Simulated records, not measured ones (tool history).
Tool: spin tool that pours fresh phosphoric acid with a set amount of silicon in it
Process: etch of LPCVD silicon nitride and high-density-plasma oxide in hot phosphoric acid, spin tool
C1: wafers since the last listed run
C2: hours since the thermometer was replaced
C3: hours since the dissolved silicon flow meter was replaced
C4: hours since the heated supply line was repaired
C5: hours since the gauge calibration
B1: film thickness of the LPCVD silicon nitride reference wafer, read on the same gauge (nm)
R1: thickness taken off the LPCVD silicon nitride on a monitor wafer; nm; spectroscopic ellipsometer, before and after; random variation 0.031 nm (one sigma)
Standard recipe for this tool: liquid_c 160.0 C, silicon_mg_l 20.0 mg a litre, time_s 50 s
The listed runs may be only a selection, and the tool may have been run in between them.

{"run": 1, "hour": 0.0, "liquid_c": 160.0, "silicon_mg_l": 12.5, "time_s": 50, "C1": 0, "C2": 1646.9, "C3": 2294.3, "C4": 474.4, "C5": 2269.1, "B1": 49.982, "R1": 4.701}
{"run": 2, "hour": 46.3, "liquid_c": 160.0, "silicon_mg_l": 20.0, "time_s": 50, "C1": 499, "C2": 1693.2, "C3": 2340.6, "C4": 520.7, "C5": 2315.4, "B1": 49.997, "R1": 4.679}
{"hour": 82.5, "done": "thermometer replaced"}
{"run": 3, "hour": 91.3, "liquid_c": 160.0, "silicon_mg_l": 20.0, "time_s": 50, "C1": 474, "C2": 8.8, "C3": 2385.6, "C4": 565.7, "C5": 2360.4, "B1": 49.996, "R1": 4.834}
{"run": 4, "hour": 175.0, "liquid_c": 161.0, "silicon_mg_l": 20.0, "time_s": 75, "C1": 902, "C2": 92.5, "C3": 2469.3, "C4": 649.4, "C5": 2444.1, "B1": 49.997, "R1": 7.573}
{"run": 5, "hour": 223.6, "liquid_c": 158.0, "silicon_mg_l": 27.0, "time_s": 50, "C1": 524, "C2": 141.1, "C3": 2517.9, "C4": 698.0, "C5": 2492.7, "B1": 50.0, "R1": 4.58}
{"hour": 305.3, "done": "dissolved silicon flow meter replaced"}
{"run": 6, "hour": 318.1, "liquid_c": 160.0, "silicon_mg_l": 26.0, "time_s": 75, "C1": 1008, "C2": 235.6, "C3": 12.8, "C4": 792.5, "C5": 2587.2, "B1": 49.994, "R1": 7.19}
{"run": 7, "hour": 422.9, "liquid_c": 160.0, "silicon_mg_l": 20.0, "time_s": 50, "C1": 1130, "C2": 340.4, "C3": 117.6, "C4": 897.3, "C5": 2692.0, "B1": 49.975, "R1": 4.849}
{"run": 8, "hour": 523.5, "liquid_c": 157.5, "silicon_mg_l": 12.5, "time_s": 50, "C1": 1085, "C2": 441.0, "C3": 218.2, "C4": 997.9, "C5": 2792.6, "B1": 49.996, "R1": 4.443}
{"run": 9, "hour": 621.2, "liquid_c": 160.0, "silicon_mg_l": 20.0, "time_s": 60, "C1": 1053, "C2": 538.7, "C3": 315.9, "C4": 1095.6, "C5": 2890.3, "B1": 50.002, "R1": 5.805}
{"hour": 680.4, "done": "gauge calibrated"}
{"run": 10, "hour": 711.7, "liquid_c": 162.0, "silicon_mg_l": 30.5, "time_s": 80, "C1": 976, "C2": 629.2, "C3": 406.4, "C4": 1186.1, "C5": 31.3, "B1": 50.004, "R1": 8.197}
{"run": 11, "hour": 814.2, "liquid_c": 160.0, "silicon_mg_l": 5.5, "time_s": 50, "C1": 1105, "C2": 731.7, "C3": 508.9, "C4": 1288.6, "C5": 133.8, "B1": 50.006, "R1": 4.838}
{"run": 12, "hour": 913.6, "liquid_c": 160.0, "silicon_mg_l": 20.0, "time_s": 50, "C1": 1072, "C2": 831.1, "C3": 608.3, "C4": 1388.0, "C5": 233.2, "B1": 50.016, "R1": 4.764}
{"run": 13, "hour": 951.1, "liquid_c": 161.0, "silicon_mg_l": 24.5, "time_s": 35, "C1": 404, "C2": 868.6, "C3": 645.8, "C4": 1425.5, "C5": 270.7, "B1": 50.015, "R1": 3.478}
{"run": 14, "hour": 1015.2, "liquid_c": 159.0, "silicon_mg_l": 20.0, "time_s": 50, "C1": 691, "C2": 932.7, "C3": 709.9, "C4": 1489.6, "C5": 334.8, "B1": 50.005, "R1": 4.64}
{"run": 15, "hour": 1104.5, "liquid_c": 162.5, "silicon_mg_l": 10.0, "time_s": 70, "C1": 963, "C2": 1022.0, "C3": 799.2, "C4": 1578.9, "C5": 424.1, "B1": 49.982, "R1": 7.32}
{"run": 16, "hour": 1148.7, "liquid_c": 160.0, "silicon_mg_l": 14.5, "time_s": 50, "C1": 476, "C2": 1066.2, "C3": 843.4, "C4": 1623.1, "C5": 468.3, "B1": 49.991, "R1": 4.772}
{"run": 17, "hour": 1211.1, "liquid_c": 161.5, "silicon_mg_l": 31.5, "time_s": 50, "C1": 673, "C2": 1128.6, "C3": 905.8, "C4": 1685.5, "C5": 530.7, "B1": 50.001, "R1": 4.973}
{"run": 18, "hour": 1278.1, "liquid_c": 161.5, "silicon_mg_l": 20.0, "time_s": 50, "C1": 722, "C2": 1195.6, "C3": 972.8, "C4": 1752.5, "C5": 597.7, "B1": 50.003, "R1": 5.065}
{"run": 19, "hour": 1372.4, "liquid_c": 157.5, "silicon_mg_l": 33.5, "time_s": 35, "C1": 1017, "C2": 1289.9, "C3": 1067.1, "C4": 1846.8, "C5": 692.0, "B1": 49.998, "R1": 3.071}
{"run": 20, "hour": 1434.8, "liquid_c": 160.0, "silicon_mg_l": 25.0, "time_s": 75, "C1": 673, "C2": 1352.3, "C3": 1129.5, "C4": 1909.2, "C5": 754.4, "B1": 49.998, "R1": 7.154}

Here are 5 independent what-if runs from the current tool condition. What would each one return?
{"run": "A", "hour": 1435.2, "liquid_c": 160.0, "silicon_mg_l": 20.0, "time_s": 50, "C1": 4, "C2": 1352.7, "C3": 1129.9, "C4": 1909.6, "C5": 754.8, "B1": "?", "R1": "?"}
{"run": "B", "hour": 1435.2, "liquid_c": 160.0, "silicon_mg_l": 20.0, "time_s": 70, "C1": 4, "C2": 1352.7, "C3": 1129.9, "C4": 1909.6, "C5": 754.8, "B1": "?", "R1": "?"}
{"run": "C", "hour": 1435.2, "liquid_c": 160.0, "silicon_mg_l": 24.5, "time_s": 50, "C1": 4, "C2": 1352.7, "C3": 1129.9, "C4": 1909.6, "C5": 754.8, "B1": "?", "R1": "?"}
{"run": "D", "hour": 1435.2, "liquid_c": 160.0, "silicon_mg_l": 20.0, "time_s": 35, "C1": 4, "C2": 1352.7, "C3": 1129.9, "C4": 1909.6, "C5": 754.8, "B1": "?", "R1": "?"}
{"run": "E", "hour": 1435.2, "liquid_c": 158.0, "silicon_mg_l": 13.0, "time_s": 35, "C1": 4, "C2": 1352.7, "C3": 1129.9, "C4": 1909.6, "C5": 754.8, "B1": "?", "R1": "?"}

run=A B1=49.995 R1=4.755
run=B B1=49.995 R1=6.657
run=C B1=49.995 R1=4.755
run=D B1=49.995 R1=3.329
run=E B1=49.995 R1=3.110
The same runs, with their run-to-run variation unchanged, on a tool lacking any hidden condition would have given:
run=A R1=4.923
run=B R1=6.892
run=C R1=4.923
run=D R1=3.446
run=E R1=3.221
